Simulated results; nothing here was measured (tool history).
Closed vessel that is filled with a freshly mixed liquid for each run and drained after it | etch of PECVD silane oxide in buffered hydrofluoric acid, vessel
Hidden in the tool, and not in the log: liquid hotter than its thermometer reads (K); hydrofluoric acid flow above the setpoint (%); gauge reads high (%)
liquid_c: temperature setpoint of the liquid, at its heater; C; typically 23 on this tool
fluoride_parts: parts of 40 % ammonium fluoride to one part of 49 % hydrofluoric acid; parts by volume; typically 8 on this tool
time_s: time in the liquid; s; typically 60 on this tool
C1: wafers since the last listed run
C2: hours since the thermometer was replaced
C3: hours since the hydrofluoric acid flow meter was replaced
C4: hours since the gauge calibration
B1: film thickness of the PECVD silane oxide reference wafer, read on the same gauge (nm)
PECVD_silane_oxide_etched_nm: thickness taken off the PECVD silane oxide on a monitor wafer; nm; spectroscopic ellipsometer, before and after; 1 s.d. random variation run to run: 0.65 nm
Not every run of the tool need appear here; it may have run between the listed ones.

{"run": 1, "hour": 0.0, "liquid_c": 26, "fluoride_parts": 6, "time_s": 60, "C1": 0, "C2": 403.7, "C3": 1097.6, "C4": 400.3, "B1": 70.04, "PECVD_silane_oxide_etched_nm": 308.53}
{"run": 2, "hour": 69.3, "liquid_c": 23, "fluoride_parts": 8, "time_s": 60, "C1": 6460, "C2": 473, "C3": 1166.9, "C4": 469.6, "B1": 69.97, "PECVD_silane_oxide_etched_nm": 202.03}
{"run": 3, "hour": 125.1, "liquid_c": 23, "fluoride_parts": 8, "time_s": 60, "C1": 5201, "C2": 528.8, "C3": 1222.7, "C4": 525.4, "B1": 69.97, "PECVD_silane_oxide_etched_nm": 202.13}
{"run": 4, "hour": 194.7, "liquid_c": 23, "fluoride_parts": 8, "time_s": 60, "C1": 6488, "C2": 598.4, "C3": 1292.3, "C4": 595, "B1": 70.02, "PECVD_silane_oxide_etched_nm": 201.27}
{"hour": 238.1, "done": "gauge calibrated"}
{"run": 5, "hour": 270.8, "liquid_c": 23, "fluoride_parts": 8, "time_s": 60, "C1": 7094, "C2": 674.5, "C3": 1368.4, "C4": 32.7, "B1": 70, "PECVD_silane_oxide_etched_nm": 200.58}
{"run": 6, "hour": 304.2, "liquid_c": 23, "fluoride_parts": 8, "time_s": 60, "C1": 3113, "C2": 707.9, "C3": 1401.8, "C4": 66.1, "B1": 69.98, "PECVD_silane_oxide_etched_nm": 202.77}
{"run": 7, "hour": 362.2, "liquid_c": 24, "fluoride_parts": 10, "time_s": 60, "C1": 5406, "C2": 765.9, "C3": 1459.8, "C4": 124.1, "B1": 70.01, "PECVD_silane_oxide_etched_nm": 172.03}
{"run": 8, "hour": 424.6, "liquid_c": 24, "fluoride_parts": 10, "time_s": 60, "C1": 5817, "C2": 828.3, "C3": 1522.2, "C4": 186.5, "B1": 70, "PECVD_silane_oxide_etched_nm": 173.3}
{"run": 9, "hour": 459.3, "liquid_c": 23, "fluoride_parts": 8, "time_s": 35, "C1": 3234, "C2": 863, "C3": 1556.9, "C4": 221.2, "B1": 70.02, "PECVD_silane_oxide_etched_nm": 117.94}
{"hour": 471.2, "done": "hydrofluoric acid flow meter replaced"}
{"run": 10, "hour": 486.8, "liquid_c": 23, "fluoride_parts": 8, "time_s": 60, "C1": 2470, "C2": 890.5, "C3": 15.6, "C4": 248.7, "B1": 69.99, "PECVD_silane_oxide_etched_nm": 196.69}
{"run": 11, "hour": 536.2, "liquid_c": 18, "fluoride_parts": 10, "time_s": 30, "C1": 4605, "C2": 939.9, "C3": 65, "C4": 298.1, "B1": 69.98, "PECVD_silane_oxide_etched_nm": 60.76}
{"run": 12, "hour": 600.3, "liquid_c": 23, "fluoride_parts": 8, "time_s": 35, "C1": 5975, "C2": 1004, "C3": 129.1, "C4": 362.2, "B1": 70, "PECVD_silane_oxide_etched_nm": 115.22}
{"run": 13, "hour": 634.6, "liquid_c": 24, "fluoride_parts": 10, "time_s": 60, "C1": 3197, "C2": 1038.3, "C3": 163.4, "C4": 396.5, "B1": 69.99, "PECVD_silane_oxide_etched_nm": 170.2}
{"run": 14, "hour": 702.0, "liquid_c": 23, "fluoride_parts": 10, "time_s": 45, "C1": 6283, "C2": 1105.7, "C3": 230.8, "C4": 463.9, "B1": 70.05, "PECVD_silane_oxide_etched_nm": 121.38}
{"run": 15, "hour": 740.7, "liquid_c": 23, "fluoride_parts": 8, "time_s": 40, "C1": 3607, "C2": 1144.4, "C3": 269.5, "C4": 502.6, "B1": 70.02, "PECVD_silane_oxide_etched_nm": 131.25}
{"hour": 770.4, "done": "gauge calibrated"}
{"run": 16, "hour": 786.4, "liquid_c": 23, "fluoride_parts": 8, "time_s": 60, "C1": 4260, "C2": 1190.1, "C3": 315.2, "C4": 16, "B1": 70.01, "PECVD_silane_oxide_etched_nm": 198.1}
{"hour": 828.2, "done": "thermometer replaced"}
{"run": 17, "hour": 855.5, "liquid_c": 23, "fluoride_parts": 8, "time_s": 60, "C1": 6348, "C2": 27.3, "C3": 384.3, "C4": 85.1, "B1": 69.99, "PECVD_silane_oxide_etched_nm": 198.38}
{"run": 18, "hour": 926.7, "liquid_c": 19, "fluoride_parts": 8, "time_s": 30, "C1": 6637, "C2": 98.5, "C3": 455.5, "C4": 156.3, "B1": 70.02, "PECVD_silane_oxide_etched_nm": 78.95}
{"run": 19, "hour": 984.4, "liquid_c": 26.5, "fluoride_parts": 8, "time_s": 60, "C1": 5378, "C2": 156.2, "C3": 513.2, "C4": 214, "B1": 70, "PECVD_silane_oxide_etched_nm": 241.36}
{"run": 20, "hour": 1038.8, "liquid_c": 27.5, "fluoride_parts": 8, "time_s": 60, "C1": 5071, "C2": 210.6, "C3": 567.6, "C4": 268.4, "B1": 70.02, "PECVD_silane_oxide_etched_nm": 253.46}
{"run": 21, "hour": 1075.1, "liquid_c": 19.5, "fluoride_parts": 9, "time_s": 85, "C1": 3383, "C2": 246.9, "C3": 603.9, "C4": 304.7, "B1": 69.98, "PECVD_silane_oxide_etched_nm": 203.18}

Each row is a separate what-if for the run after 21, all from the same tool condition, not one after another. Results?
{"run": "A", "hour": 1075.8, "liquid_c": 23, "fluoride_parts": 9.5, "time_s": 60, "C1": 65, "C2": 247.6, "C3": 604.6, "C4": 305.4, "B1": "?", "PECVD_silane_oxide_etched_nm": "?"}
{"run": "B", "hour": 1075.8, "liquid_c": 23, "fluoride_parts": 8, "time_s": 85, "C1": 65, "C2": 247.6, "C3": 604.6, "C4": 305.4, "B1": "?", "PECVD_silane_oxide_etched_nm": "?"}
{"run": "C", "hour": 1075.8, "liquid_c": 24.5, "fluoride_parts": 6.5, "time_s": 85, "C1": 65, "C2": 247.6, "C3": 604.6, "C4": 305.4, "B1": "?", "PECVD_silane_oxide_etched_nm": "?"}
{"run": "D", "hour": 1075.8, "liquid_c": 23, "fluoride_parts": 10.5, "time_s": 60, "C1": 65, "C2": 247.6, "C3": 604.6, "C4": 305.4, "B1": "?", "PECVD_silane_oxide_etched_nm": "?"}
{"run": "E", "hour": 1075.8, "liquid_c": 23, "fluoride_parts": 6, "time_s": 90, "C1": 65, "C2": 247.6, "C3": 604.6, "C4": 305.4, "B1": "?", "PECVD_silane_oxide_etched_nm": "?"}

run=A B1=70 PECVD_silane_oxide_etched_nm=167.56
run=B B1=70 PECVD_silane_oxide_etched_nm=281.18
run=C B1=70 PECVD_silane_oxide_etched_nm=374.55
run=D B1=70 PECVD_silane_oxide_etched_nm=155.6
run=E B1=70 PECVD_silane_oxide_etched_nm=391.56
Take away the tool's hidden state, keep each run's random variation, and the runs would have read:
run=A PECVD_silane_oxide_etched_nm=165.78
run=B PECVD_silane_oxide_etched_nm=276.08
run=C PECVD_silane_oxide_etched_nm=369.1
run=D PECVD_silane_oxide_etched_nm=153.06
run=E PECVD_silane_oxide_etched_nm=385.96
